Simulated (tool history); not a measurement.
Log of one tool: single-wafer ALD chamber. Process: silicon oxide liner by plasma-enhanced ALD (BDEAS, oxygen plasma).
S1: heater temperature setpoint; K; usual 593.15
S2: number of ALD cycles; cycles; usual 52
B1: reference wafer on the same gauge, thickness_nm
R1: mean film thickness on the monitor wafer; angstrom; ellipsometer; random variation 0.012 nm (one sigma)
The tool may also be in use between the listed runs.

| run | day | S1 | S2 | B1 | R1 |
|---|---|---|---|---|---|
| 1 | 0 | 599.15 | 52 | 5.174 | 47.27 |
| 2 | 1.45 | 593.15 | 52 | 5.175 | 47.51 |
| 3 | 2.979 | 593.15 | 52 | 5.175 | 47.61 |
| 4 | 3.75 | 593.15 | 52 | 5.179 | 47.55 |
| 5 | 4.267 | 593.15 | 44 | 5.182 | 40.2 |
| 6 | 5.5 | 593.15 | 44 | 5.185 | 40.09 |
| 7 | 6.329 | 593.15 | 44 | 5.18 | 40.27 |
| 8 | 7.292 | 593.15 | 52 | 5.188 | 47.53 |
| 9 | 7.958 | 593.15 | 52 | 5.184 | 47.36 |
| 10 | 9.088 | 603.15 | 52 | 5.184 | 46.94 |
| 11 | 9.821 | 603.15 | 52 | 5.19 | 46.69 |
| 12 | 11.175 | 603.15 | 52 | 5.189 | 46.83 |
| 13 | 12.058 | 593.15 | 52 | 5.189 | 47.61 |
| 14 | 12.721 | 593.15 | 52 | 5.192 | 47.67 |
|  | 13.833 | thermocouple changed; heater temperature recalibrated |
| 15 | 14.629 | 599.15 | 57 | 5.193 | 51.58 |
| 16 | 15.742 | 602.15 | 45 | 5.19 | 40.64 |
| 17 | 17.162 | 593.15 | 52 | 5.19 | 47.49 |
| 18 | 18.321 | 593.15 | 52 | 5.19 | 47.71 |
|  | 18.454 | gauge calibrated |
| 19 | 19.662 | 583.15 | 55 | 5.144 | 50.62 |
| 20 | 20.979 | 579.15 | 52 | 5.153 | 48.11 |
| 21 | 22.325 | 581.15 | 52 | 5.163 | 48.01 |
| 22 | 23.492 | 580.15 | 58 | 5.169 | 53.55 |
| 23 | 24.225 | 585.15 | 52 | 5.17 | 48.04 |
| 24 | 25.567 | 593.15 | 60 | 5.179 | 54.9 |
| 25 | 26.85 | 587.15 | 43 | 5.18 | 39.44 |
| 26 | 27.967 | 603.15 | 52 | 5.187 | 46.98 |
| 27 | 29.192 | 604.15 | 45 | 5.19 | 40.79 |
| 28 | 30.396 | 587.15 | 56 | 5.196 | 51.9 |
| 29 | 31.85 | 593.15 | 62 | 5.204 | 56.77 |
| 30 | 32.462 | 608.15 | 42 | 5.196 | 37.73 |

4 ways to go on from here, each from the tool as it stands after run 30. What would each give?
| A | 32.483 | 593.15 | 52 | ? | ? |
| B | 32.483 | 603.15 | 57 | ? | ? |
| C | 32.483 | 606.15 | 45 | ? | ? |
| D | 32.483 | 593.15 | 49 | ? | ? |

| run | B1 | R1 |
|---|---|---|
| A | 5.204 | 47.69 |
| B | 5.204 | 51.59 |
| C | 5.204 | 40.57 |
| D | 5.204 | 44.94 |
Without the tool's hidden state the same runs would have given:
| run | R1 |
|---|---|
| A | 46.76 |
| B | 50.58 |
| C | 39.77 |
| D | 44.06 |

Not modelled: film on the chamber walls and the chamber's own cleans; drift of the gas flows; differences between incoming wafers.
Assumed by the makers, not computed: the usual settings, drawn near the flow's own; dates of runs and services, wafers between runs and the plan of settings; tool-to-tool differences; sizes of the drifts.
